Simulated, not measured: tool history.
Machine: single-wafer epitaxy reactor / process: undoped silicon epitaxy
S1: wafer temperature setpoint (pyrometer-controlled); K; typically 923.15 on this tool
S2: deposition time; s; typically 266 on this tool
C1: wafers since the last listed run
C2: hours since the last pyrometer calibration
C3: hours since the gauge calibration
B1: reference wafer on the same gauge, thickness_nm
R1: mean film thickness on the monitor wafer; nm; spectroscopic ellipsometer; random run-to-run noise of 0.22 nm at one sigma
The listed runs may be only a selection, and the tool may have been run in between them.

run 1 day=0.000 | S1=923.15 S2=225 | C1=0 C2=919.4 C3=1931.6 | B1=42.699 | R1=35.878
run 2 day=2.846 | S1=923.15 S2=266 | C1=565 C2=987.7 C3=1999.9 | B1=42.772 | R1=43.134
run 3 day=4.829 | S1=926.15 S2=266 | C1=394 C2=1035.3 C3=2047.5 | B1=42.803 | R1=45.697
run 4 day=8.725 | S1=926.15 S2=266 | C1=774 C2=1128.8 C3=2141.0 | B1=42.750 | R1=46.335
run 5 day=11.912 | S1=923.15 S2=266 | C1=633 C2=1205.3 C3=2217.5 | B1=42.956 | R1=42.694
run 6 day=14.279 | S1=923.15 S2=266 | C1=470 C2=1262.1 C3=2274.3 | B1=42.888 | R1=42.680
-- day=18.183 pyrometer calibrated
run 7 day=18.204 | S1=912.15 S2=266 | C1=713 C2=0.5 C3=2368.5 | B1=43.080 | R1=32.483
run 8 day=20.700 | S1=930.15 S2=266 | C1=496 C2=60.4 C3=2428.4 | B1=43.073 | R1=51.115
run 9 day=23.067 | S1=930.15 S2=266 | C1=470 C2=117.2 C3=2485.2 | B1=43.167 | R1=50.785
run 10 day=27.175 | S1=928.15 S2=239 | C1=816 C2=215.8 C3=2583.8 | B1=43.230 | R1=44.006
run 11 day=30.208 | S1=923.15 S2=266 | C1=602 C2=288.6 C3=2656.6 | B1=43.191 | R1=42.545
run 12 day=32.850 | S1=923.15 S2=266 | C1=525 C2=352.0 C3=2720.0 | B1=43.366 | R1=42.874
run 13 day=36.288 | S1=923.15 S2=266 | C1=683 C2=434.5 C3=2802.5 | B1=43.390 | R1=42.816
run 14 day=38.796 | S1=923.15 S2=266 | C1=498 C2=494.7 C3=2862.7 | B1=43.391 | R1=43.640
run 15 day=40.742 | S1=923.15 S2=266 | C1=386 C2=541.4 C3=2909.4 | B1=43.436 | R1=43.519
run 16 day=42.612 | S1=914.15 S2=224 | C1=371 C2=586.3 C3=2954.3 | B1=43.557 | R1=28.865
run 17 day=45.346 | S1=919.15 S2=266 | C1=543 C2=651.9 C3=3019.9 | B1=43.540 | R1=39.199
run 18 day=47.183 | S1=919.15 S2=266 | C1=365 C2=696.0 C3=3064.0 | B1=43.595 | R1=39.276
run 19 day=49.842 | S1=932.15 S2=266 | C1=528 C2=759.8 C3=3127.8 | B1=43.647 | R1=54.283
run 20 day=52.312 | S1=932.15 S2=266 | C1=491 C2=819.1 C3=3187.1 | B1=43.735 | R1=54.275
run 21 day=54.838 | S1=932.15 S2=266 | C1=501 C2=879.7 C3=3247.7 | B1=43.806 | R1=54.300
run 22 day=57.900 | S1=911.15 S2=247 | C1=608 C2=953.2 C3=3321.2 | B1=43.878 | R1=29.736
-- day=61.608 gauge calibrated
run 23 day=61.871 | S1=934.15 S2=281 | C1=789 C2=1048.5 C3=6.3 | B1=42.031 | R1=58.137
run 24 day=64.325 | S1=934.15 S2=220 | C1=487 C2=1107.4 C3=65.2 | B1=41.900 | R1=45.359
run 25 day=65.954 | S1=923.15 S2=266 | C1=323 C2=1146.5 C3=104.3 | B1=41.962 | R1=42.109
-- day=68.079 pyrometer calibrated
run 26 day=70.088 | S1=932.15 S2=298 | C1=755 C2=48.2 C3=203.5 | B1=42.076 | R1=58.903
run 27 day=73.096 | S1=936.15 S2=266 | C1=597 C2=120.4 C3=275.7 | B1=42.037 | R1=57.528
run 28 day=76.467 | S1=923.15 S2=266 | C1=670 C2=201.3 C3=356.6 | B1=42.040 | R1=41.843
run 29 day=80.096 | S1=912.15 S2=227 | C1=721 C2=288.4 C3=443.7 | B1=41.939 | R1=26.984
run 30 day=82.642 | S1=923.15 S2=266 | C1=506 C2=349.5 C3=504.8 | B1=42.060 | R1=41.956
run 31 day=85.550 | S1=911.15 S2=282 | C1=578 C2=419.3 C3=574.6 | B1=42.095 | R1=33.224
run 32 day=89.346 | S1=933.15 S2=248 | C1=754 C2=510.4 C3=665.7 | B1=42.107 | R1=50.109
run 33 day=91.512 | S1=910.15 S2=246 | C1=430 C2=562.4 C3=717.7 | B1=42.061 | R1=27.949
run 34 day=93.512 | S1=937.15 S2=266 | C1=397 C2=610.4 C3=765.7 | B1=42.180 | R1=59.217
run 35 day=95.283 | S1=936.15 S2=238 | C1=351 C2=652.9 C3=808.2 | B1=42.219 | R1=52.130
run 36 day=97.871 | S1=923.15 S2=266 | C1=514 C2=715.0 C3=870.3 | B1=42.138 | R1=41.887
run 37 day=101.988 | S1=928.15 S2=266 | C1=818 C2=813.8 C3=969.1 | B1=42.169 | R1=47.571
run 38 day=104.746 | S1=923.15 S2=266 | C1=548 C2=880.0 C3=1035.3 | B1=42.140 | R1=42.133
run 39 day=106.754 | S1=917.15 S2=319 | C1=399 C2=928.2 C3=1083.5 | B1=42.200 | R1=43.403
run 40 day=109.629 | S1=914.15 S2=318 | C1=571 C2=997.2 C3=1152.5 | B1=42.267 | R1=40.662
run 41 day=111.188 | S1=913.15 S2=234 | C1=309 C2=1034.6 C3=1189.9 | B1=42.256 | R1=28.711
run 42 day=112.917 | S1=923.15 S2=266 | C1=343 C2=1076.1 C3=1231.4 | B1=42.210 | R1=42.117

Consider 3 possible next runs. They are alternatives, not a sequence: every one starts from the tool as it was left by run 42. What does each give?
run A day=112.938 | S1=923.15 S2=266 | C1=4 C2=1076.6 C3=1231.9 | B1=? | R1=?
run B day=112.938 | S1=915.15 S2=281 | C1=4 C2=1076.6 C3=1231.9 | B1=? | R1=?
run C day=112.938 | S1=937.15 S2=225 | C1=4 C2=1076.6 C3=1231.9 | B1=? | R1=?

run=A B1=42.225 R1=41.961
run=B B1=42.225 R1=36.267
run=C B1=42.225 R1=49.958
Had the tool no hidden state, the same runs would have come out as:
run=A R1=41.714
run=B R1=36.053
run=C R1=49.663

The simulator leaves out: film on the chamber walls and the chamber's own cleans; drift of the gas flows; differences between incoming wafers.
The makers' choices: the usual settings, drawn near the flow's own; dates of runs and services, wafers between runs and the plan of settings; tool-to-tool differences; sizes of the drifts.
